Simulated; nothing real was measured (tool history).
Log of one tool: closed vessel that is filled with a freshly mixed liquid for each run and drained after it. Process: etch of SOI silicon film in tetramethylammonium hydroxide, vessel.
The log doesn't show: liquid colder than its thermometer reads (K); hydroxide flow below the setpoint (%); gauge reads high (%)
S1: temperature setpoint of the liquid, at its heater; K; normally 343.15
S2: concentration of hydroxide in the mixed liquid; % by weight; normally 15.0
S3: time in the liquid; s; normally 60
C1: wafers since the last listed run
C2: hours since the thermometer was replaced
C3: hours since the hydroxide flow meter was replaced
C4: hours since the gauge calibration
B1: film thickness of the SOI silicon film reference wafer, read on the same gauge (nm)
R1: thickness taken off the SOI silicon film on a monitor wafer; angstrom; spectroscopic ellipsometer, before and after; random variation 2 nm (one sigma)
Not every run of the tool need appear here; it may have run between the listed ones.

run	day	S1	S2	S3	C1	C2	C3	C4	B1	R1
1	0.000	345.15	15.0	60	0	954.0	1415.7	1176.3	140.00	4221.2
2	3.458	345.15	15.0	60	10848	1037.0	1498.7	1259.3	140.01	4196.0
# day 3.529: gauge calibrated
3	5.238	343.15	15.0	60	5581	1079.7	1541.4	41.0	140.02	3715.5
4	6.750	343.15	15.0	60	4744	1116.0	1577.7	77.3	140.02	3714.6
5	8.683	343.15	15.0	60	6064	1162.4	1624.1	123.7	140.00	3682.5
6	11.238	343.15	15.0	60	8012	1223.7	1685.4	185.0	139.98	3705.9
7	14.454	343.15	15.0	60	10090	1300.9	1762.6	262.2	140.01	3662.4
8	17.238	343.15	15.0	60	8731	1367.7	1829.4	329.0	139.99	3678.6
9	20.212	343.15	15.0	60	9332	1439.1	1900.8	400.4	140.01	3689.9
10	21.996	343.15	15.0	60	5594	1481.9	1943.6	443.2	139.99	3661.7
# day 22.725: hydroxide flow meter replaced
11	24.596	343.15	15.0	60	8025	1544.3	44.9	505.6	140.00	3645.7
12	27.008	343.15	15.0	60	7567	1602.2	102.8	563.5	139.99	3654.4
# day 28.067: thermometer replaced
13	29.304	343.15	15.0	60	7071	29.7	157.9	618.6	139.99	3864.3
14	32.562	338.15	15.0	35	10221	107.9	236.1	696.8	140.01	1670.5
15	35.004	343.15	18.0	60	7659	166.5	294.7	755.4	140.02	3592.9
16	39.229	338.65	17.0	60	13253	267.9	396.1	856.8	140.01	2795.6
17	40.883	343.15	15.0	60	5188	307.6	435.8	896.5	139.99	3869.8
18	43.112	343.15	18.0	60	6992	361.1	489.3	950.0	140.00	3549.2
19	47.025	343.15	15.0	60	12273	455.0	583.2	1043.9	140.01	3816.9
20	48.642	349.15	12.0	30	5071	493.8	622.0	1082.7	140.00	2971.0
# day 48.792: gauge calibrated
21	51.171	343.15	17.0	60	7933	554.5	682.7	57.1	140.01	3623.3
22	53.746	343.15	15.0	60	8077	616.3	744.5	118.9	139.99	3753.4

Expected results for the next run?
23	57.262	343.15	11.5	60	11031	700.7	828.9	203.3	?	?

B1: 140.02
R1: 4275.2 angstrom
With the hidden condition absent and the run-to-run variation left alone, this run would have shown R1 4379.5 angstrom.
